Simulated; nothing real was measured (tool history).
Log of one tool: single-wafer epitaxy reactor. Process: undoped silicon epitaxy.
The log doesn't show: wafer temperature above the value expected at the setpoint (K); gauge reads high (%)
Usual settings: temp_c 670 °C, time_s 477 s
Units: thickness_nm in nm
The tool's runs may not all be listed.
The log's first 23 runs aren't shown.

run    hour  temp_c  time_s  wafers since the last listed run  hours since the last pyrometer calibration  hours since the gauge calibration  read-back reference wafer on the same gauge, thickness_nm  thickness_nm
 24  1451.2     658     564                                92                                       483.9                              479.2                                                    143.582       116.673
 25  1508.3     657     431                               188                                       541.0                              536.3                                                    144.017        85.913
 26  1543.3     674     563                               115                                       576.0                              571.3                                                    143.894       155.174
 27  1603.5     681     509                               198                                       636.2                              631.5                                                    143.768       159.362
 28  1657.9     678     416                               179                                       690.6                              685.9                                                    143.934       123.408
 29  1711.1     670     477                               175                                       743.8                              739.1                                                    143.876       121.256
 30  1780.4     670     477                               228                                       813.1                              808.4                                                    143.801       120.453
 31  1956.9     681     566                               582                                       989.6                              984.9                                                    144.291       173.257
 32  2006.2     684     540                               162                                      1038.9                             1034.2                                                    144.022       174.327
 33  2042.9     681     531                               121                                      1075.6                             1070.9                                                    144.460       164.812
 34  2103.6     679     529                               200                                      1136.3                             1131.6                                                    143.998       156.196
 35  2147.8     670     477                               145                                      1180.5                             1175.8                                                    144.336       120.997
 36  2190.8     670     477                               141                                      1223.5                             1218.8                                                    144.017       120.443
 37  2246.0     665     477                               182                                      1278.7                             1274.0                                                    144.202       109.100
 38  2279.0     679     521                               108                                      1311.7                             1307.0                                                    144.293       154.034
 39  2317.2     670     477                               126                                      1349.9                             1345.2                                                    143.892       118.406
 40  2381.0     676     550                               210                                      1413.7                             1409.0                                                    143.999       151.616
 41  2446.3     670     477                               215                                      1479.0                             1474.3                                                    144.415       119.098
 42  2482.7     670     477                               120                                      1515.4                             1510.7                                                    144.320       119.815
 43  2545.4     665     541                               206                                      1578.1                             1573.4                                                    143.801       120.814
 44  2581.5     663     541                               119                                      1614.2                             1609.5                                                    143.750       117.480
 45  2621.3     675     477                               131                                      1654.0                             1649.3                                                    144.150       128.841
     2669.0  -- pyrometer calibrated
 46  2671.5     670     477                               139                                         2.5                             1699.5                                                    144.029       123.072

4 ways to go on from here, each from the tool as it stands after run 46. What would each give?
  A  2672.0     670     440                                 1                                         3.0                             1700.0                                                          ?             ?
  B  2672.0     683     556                                 1                                         3.0                             1700.0                                                          ?             ?
  C  2672.0     682     387                                 1                                         3.0                             1700.0                                                          ?             ?
  D  2672.0     681     567                                 1                                         3.0                             1700.0                                                          ?             ?

run  read-back reference wafer on the same gauge, thickness_nm  thickness_nm
  A                                                    143.994       114.548
  B                                                    143.994       183.275
  C                                                    143.994       125.298
  D                                                    143.994       180.303
Without the tool's hidden state the same runs would have given:
run  thickness_nm
  A       114.876
  B       183.788
  C       125.649
  D       180.809

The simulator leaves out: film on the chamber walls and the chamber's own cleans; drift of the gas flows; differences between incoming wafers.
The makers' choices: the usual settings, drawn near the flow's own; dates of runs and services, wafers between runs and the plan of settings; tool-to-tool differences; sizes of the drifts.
